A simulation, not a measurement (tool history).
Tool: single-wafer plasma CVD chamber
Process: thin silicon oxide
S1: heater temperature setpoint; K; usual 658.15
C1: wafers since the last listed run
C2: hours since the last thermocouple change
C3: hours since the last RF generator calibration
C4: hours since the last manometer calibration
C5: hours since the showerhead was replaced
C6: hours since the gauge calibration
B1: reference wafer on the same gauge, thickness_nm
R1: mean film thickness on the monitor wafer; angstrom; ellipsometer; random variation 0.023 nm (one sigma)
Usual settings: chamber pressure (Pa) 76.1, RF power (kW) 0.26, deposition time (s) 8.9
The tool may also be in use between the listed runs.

Run 1, hour 0: usual settings; C1 0; C2 986.1; C3 1130.5; C4 2392.7; C5 6197.7; C6 106; B1 9.595. Result: R1 114.91 angstrom.
Run 2, hour 6.1: usual settings; C1 182; C2 992.2; C3 1136.6; C4 2398.8; C5 6203.8; C6 112.1; B1 9.601. Result: R1 114.86 angstrom.
Run 3, hour 16: usual settings; C1 296; C2 1002.1; C3 1146.5; C4 2408.7; C5 6213.7; C6 122; B1 9.604. Result: R1 115.04 angstrom.
Run 4, hour 25.7: usual settings but RF power (kW) 0.295; C1 290; C2 1011.8; C3 1156.2; C4 2418.4; C5 6223.4; C6 131.7; B1 9.596. Result: R1 122.95 angstrom.
Run 5, hour 33.6: usual settings but RF power (kW) 0.295; C1 236; C2 1019.7; C3 1164.1; C4 2426.3; C5 6231.3; C6 139.6; B1 9.602. Result: R1 122.68 angstrom.
Run 6, hour 44.1: usual settings; C1 314; C2 1030.2; C3 1174.6; C4 2436.8; C5 6241.8; C6 150.1; B1 9.603. Result: R1 114.97 angstrom.
Run 7, hour 58.9: usual settings; C1 443; C2 1045; C3 1189.4; C4 2451.6; C5 6256.6; C6 164.9; B1 9.595. Result: R1 114.86 angstrom.
Run 8, hour 69.4: usual settings; C1 314; C2 1055.5; C3 1199.9; C4 2462.1; C5 6267.1; C6 175.4; B1 9.597. Result: R1 115.25 angstrom.
Run 9, hour 80.9: usual settings; C1 344; C2 1067; C3 1211.4; C4 2473.6; C5 6278.6; C6 186.9; B1 9.6. Result: R1 114.9 angstrom.
Run 10, hour 91.5: usual settings; C1 317; C2 1077.6; C3 1222; C4 2484.2; C5 6289.2; C6 197.5; B1 9.601. Result: R1 115.12 angstrom.
At hour 111.2: capacitance manometer re-zeroed and calibrated.
Run 11, hour 111.7: usual settings; C1 365; C2 1097.8; C3 1242.2; C4 0.5; C5 6309.4; C6 217.7; B1 9.6. Result: R1 119.7 angstrom.
At hour 125.2: gauge calibrated.
At hour 125.3: RF generator calibrated.
Run 12, hour 125.8: usual settings; C1 182; C2 1111.9; C3 0.5; C4 14.6; C5 6323.5; C6 0.6; B1 9.599. Result: R1 120.11 angstrom.
Run 13, hour 137: usual settings; C1 335; C2 1123.1; C3 11.7; C4 25.8; C5 6334.7; C6 11.8; B1 9.607. Result: R1 120.18 angstrom.
Run 14, hour 146.6: usual settings but S1 654.15 K; C1 287; C2 1132.7; C3 21.3; C4 35.4; C5 6344.3; C6 21.4; B1 9.598. Result: R1 120.53 angstrom.
At hour 155.2: showerhead replaced.
At hour 166.8: thermocouple changed; heater temperature recalibrated.
At hour 169.3: capacitance manometer re-zeroed and calibrated, repeated, since the last time left the tool worse.
Run 15, hour 169.8: usual settings but S1 671.15 K, chamber pressure (Pa) 91.5, RF power (kW) 0.215; C1 142; C2 3; C3 44.5; C4 0.5; C5 14.6; C6 44.6; B1 9.599. Result: R1 115.17 angstrom.

Run 16 comes next. What will it give?
Run 16, hour 177: usual settings but S1 648.15 K; C1 215; C2 10.2; C3 51.7; C4 7.7; C5 21.8; C6 51.8; B1 ?. Result: R1 ?.

B1: 9.603
R1: 109.66 angstrom
Without the tool's hidden state the same run would have given R1 109.56 angstrom.
